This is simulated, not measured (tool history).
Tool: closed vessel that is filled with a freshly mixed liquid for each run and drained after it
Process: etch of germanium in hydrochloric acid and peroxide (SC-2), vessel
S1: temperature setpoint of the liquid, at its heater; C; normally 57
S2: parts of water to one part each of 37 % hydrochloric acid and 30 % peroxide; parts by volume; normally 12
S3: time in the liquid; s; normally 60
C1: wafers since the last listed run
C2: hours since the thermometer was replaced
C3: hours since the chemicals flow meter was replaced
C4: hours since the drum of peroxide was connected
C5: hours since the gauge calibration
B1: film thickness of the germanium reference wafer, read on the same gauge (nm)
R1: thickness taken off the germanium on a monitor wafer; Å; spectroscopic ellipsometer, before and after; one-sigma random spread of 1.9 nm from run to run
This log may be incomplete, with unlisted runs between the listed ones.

run    hour    S1    S2  S3     C1      C2      C3     C4      C5     B1      R1
  1       0    57    12  60      0   557.6   881.1  157.9   562.7  39.99  1907.7
  2      66    57    12  60   8286   623.6   947.1  223.9   628.7     40  1942.4
  3     112    57    12  60   5775   669.6   993.1  269.9   674.7  39.99  1953.2
      215.2  -- chemicals flow meter replaced
      335.5  -- new drum of peroxide connected
  4   391.7    57    12  60  34863   949.3   176.5   56.2   954.4  40.01  1947.3
  5   478.9    57    12  60  10947  1036.5   263.7  143.4  1041.6  40.02  1904.4
  6   535.3    57    10  60   7080  1092.9   320.1  199.8    1098  40.01  1951.4
  7   617.1    57    10  60  10269  1174.7   401.9  281.6  1179.8  39.97  1947.3
  8   709.7    57    12  60  11625  1267.3   494.5  374.2  1272.4  40.01  1880.8
      752.6  -- new drum of peroxide connected
  9   753.1    57    12  60   5323  1310.7   537.9    0.5  1315.8  39.99  1874.8
 10   802.3    57    12  60   6176  1359.9   587.1   49.7    1365  39.99  1879.6
 11   883.5  61.5    12  60  10194  1441.1   668.3  130.9  1446.2  39.99    2129
 12   935.7    57    12  60   6553  1493.3   720.5  183.1  1498.4     40  1885.3
 13   988.9    57    12  60   6679  1546.5   773.7  236.3  1551.6  39.98  1860.5
     1078.9  -- thermometer replaced
 14  1092.4    57    12  60  12868    13.5   877.2  339.8  1655.1  39.98  1979.9
 15    1192  59.5    18  95  12504   113.1   976.8  439.4  1754.7  40.01  3179.7
     1205.8  -- new drum of peroxide connected
 16  1247.2    57    12  60   6804   168.3    1032   41.4  1809.9  39.99  1996.9
     1255.7  -- chemicals flow meter replaced
 17  1309.2  49.5    12  60   7658   230.3    53.5  103.4  1871.9  39.99  1547.6
 18  1367.2  47.5  13.5  60   7281   288.3   111.5  161.4  1929.9  40.02  1464.5
 19    1461  62.5  16.5  60  11776   382.1   205.3  255.2  2023.7  39.98  2185.9
 20  1548.8    63  17.5  85  11022   469.9   293.1    343  2111.5  39.99  3058.3
 21  1644.7    65    10  90  12039   565.8     389  438.9  2207.4  39.97  3799.6
     1716.1  -- gauge calibrated
 22  1731.1    57    12  60  10847   652.2   475.4  525.3      15     40  1930.9
     1735.7  -- new drum of peroxide connected
 23  1814.5  62.5  16.5  60  10344   735.6   558.8   78.8    98.4     40    2138
 24  1917.5    51    12  90  12931   838.6   661.8  181.8   201.4  40.01  2441.1
 25  2017.4  60.5    16  45  12541   938.5   761.7  281.7   301.3  40.02  1551.2
 26  2108.2    57    12  60  11399  1029.3   852.5  372.5   392.1  40.01  1917.3
 27  2157.4    57    12  60   6176  1078.5   901.7  421.7   441.3     40  1923.1
     2174.8  -- new drum of peroxide connected
 28  2221.4    57    12  45   7909  1142.5   965.7   46.6   505.3     40  1445.7
 29  2307.4    57    12  60  10796  1228.5  1051.7  132.6   591.3  40.01  1923.6

For some of the steps in R1 from one run to the next: how much would appear even if the tool had no hidden state, given the settings, what came in and random variation, and how much remains for the hidden state plus any gauge scatter that the measured result and the result without hidden state don't share?
Unlogged tool condition in this case: liquid colder than its thermometer reads (K); chemicals flow above the setpoint (%); peroxide weaker than its label (%); gauge reads high (%).
Run 13 -> 14: thermometer replaced. R1 +119.4 Å: hidden state +103.4, all else +16.
Run 14 -> 15: S1 57 -> 59.5, S2 12 -> 18, S3 60 -> 95. R1 +1199.8 Å: hidden state -9.7, all else +1209.5.
Run 21 -> 22: S1 65 -> 57, S2 10 -> 12, S3 90 -> 60, gauge calibrated. R1 -1868.7 Å: hidden state +25.4, all else -1894.1.

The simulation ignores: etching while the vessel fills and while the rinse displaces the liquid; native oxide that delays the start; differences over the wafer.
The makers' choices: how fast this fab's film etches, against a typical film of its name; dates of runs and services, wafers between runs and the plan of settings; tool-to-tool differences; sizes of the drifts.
